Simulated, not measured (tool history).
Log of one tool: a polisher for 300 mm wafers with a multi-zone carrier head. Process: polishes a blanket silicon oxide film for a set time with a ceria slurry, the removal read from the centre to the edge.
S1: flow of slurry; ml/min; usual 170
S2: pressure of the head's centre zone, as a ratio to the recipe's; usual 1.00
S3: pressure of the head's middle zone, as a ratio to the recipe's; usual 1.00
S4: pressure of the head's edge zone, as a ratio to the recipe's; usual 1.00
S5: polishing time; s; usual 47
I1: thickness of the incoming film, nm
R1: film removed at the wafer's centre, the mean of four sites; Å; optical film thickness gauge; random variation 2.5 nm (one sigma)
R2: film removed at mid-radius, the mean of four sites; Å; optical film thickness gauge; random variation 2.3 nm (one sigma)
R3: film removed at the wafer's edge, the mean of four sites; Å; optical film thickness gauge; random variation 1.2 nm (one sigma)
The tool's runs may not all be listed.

| run | hour | S1 | S2 | S3 | S4 | S5 | I1 | R1 | R2 | R3 |
|---|---|---|---|---|---|---|---|---|---|---|
| 1 | 0.0 | 170 | 1.00 | 1.07 | 0.95 | 47 | 1173.1 | 1650 | 1746 | 1529 |
|  | 9.5 | worn pad replaced by a new one |
| 2 | 12.8 | 170 | 1.00 | 1.00 | 1.00 | 47 | 1180.6 | 1899 | 1834 | 1795 |
|  | 25.7 | slurry nozzle cleaned |
| 3 | 33.6 | 170 | 1.00 | 1.00 | 1.00 | 47 | 1166.4 | 1947 | 1893 | 1783 |
| 4 | 57.3 | 170 | 1.00 | 1.00 | 1.00 | 47 | 1173.3 | 1938 | 1835 | 1776 |
| 5 | 77.5 | 170 | 1.00 | 1.00 | 1.00 | 47 | 1193.6 | 1919 | 1824 | 1749 |
| 6 | 106.2 | 140 | 1.06 | 1.00 | 1.00 | 53 | 1188.9 | 2184 | 1958 | 1920 |
| 7 | 129.2 | 140 | 1.00 | 1.12 | 1.00 | 32 | 1172.0 | 1223 | 1306 | 1138 |
|  | 160.0 | carrier head's membrane replaced by a new one |
| 8 | 160.5 | 170 | 1.00 | 1.00 | 1.10 | 37 | 1172.7 | 1406 | 1391 | 1380 |
|  | 195.0 | worn pad replaced by a new one |
| 9 | 195.5 | 170 | 1.00 | 1.00 | 1.00 | 47 | 1190.9 | 1908 | 1863 | 1787 |
| 10 | 226.4 | 170 | 1.04 | 1.00 | 1.00 | 47 | 1188.8 | 1984 | 1821 | 1796 |
|  | 228.6 | centre zone pressure recalibrated |
|  | 254.9 | slurry nozzle cleaned |
| 11 | 260.9 | 170 | 0.89 | 1.00 | 1.00 | 47 | 1180.8 | 1708 | 1866 | 1763 |
| 12 | 289.0 | 170 | 1.00 | 1.00 | 1.09 | 41 | 1182.1 | 1655 | 1591 | 1581 |
| 13 | 315.6 | 200 | 0.97 | 1.00 | 1.00 | 34 | 1202.9 | 1345 | 1311 | 1271 |
|  | 364.2 | worn pad replaced by a new one |
| 14 | 366.1 | 170 | 1.00 | 1.00 | 1.00 | 47 | 1175.8 | 1910 | 1866 | 1786 |
| 15 | 392.1 | 170 | 1.00 | 1.00 | 1.00 | 47 | 1174.3 | 1927 | 1840 | 1807 |
| 16 | 413.9 | 170 | 1.00 | 1.00 | 1.10 | 36 | 1170.7 | 1473 | 1405 | 1431 |
| 17 | 428.6 | 170 | 1.00 | 0.95 | 1.00 | 47 | 1185.9 | 1905 | 1725 | 1744 |
| 18 | 452.1 | 170 | 1.10 | 1.00 | 1.00 | 56 | 1191.6 | 2473 | 2141 | 2074 |
| 19 | 481.4 | 215 | 0.88 | 1.00 | 1.00 | 56 | 1169.8 | 1983 | 2190 | 2110 |
|  | 496.3 | slurry nozzle cleaned |
| 20 | 510.0 | 190 | 1.00 | 1.10 | 1.00 | 42 | 1196.7 | 1624 | 1755 | 1494 |
| 21 | 538.8 | 170 | 1.00 | 1.05 | 1.00 | 47 | 1187.1 | 1772 | 1766 | 1635 |
|  | 562.8 | worn pad replaced by a new one |
| 22 | 569.7 | 190 | 0.90 | 1.00 | 1.00 | 47 | 1189.3 | 1773 | 1911 | 1797 |

What the log doesn't show, run by run:
slurry flow missing at the pad, %: 0 in every run
deviation of the centre zone's pressure from its setpoint, %: 0 in every run
deviation of the edge zone's pressure from its setpoint, %: 0 in every run
H1: removal rate lost through wear of the pad, %
| run | H1 |
|---|---|
| 1 | 12.6 |
| 2 | 0.417 |
| 3 | 0.579 |
| 4 | 1.06 |
| 5 | 1.73 |
| 6 | 3.07 |
| 7 | 4.48 |
| 8 | 6.89 |
| 9 | 0.239 |
| 10 | 0.52 |
| 11 | 1.47 |
| 12 | 2.75 |
| 13 | 4.37 |
| 14 | 0.502 |
| 15 | 0.722 |
| 16 | 1.2 |
| 17 | 1.68 |
| 18 | 2.69 |
| 19 | 4.4 |
| 20 | 6.54 |
| 21 | 9.16 |
| 22 | 0.0468 |
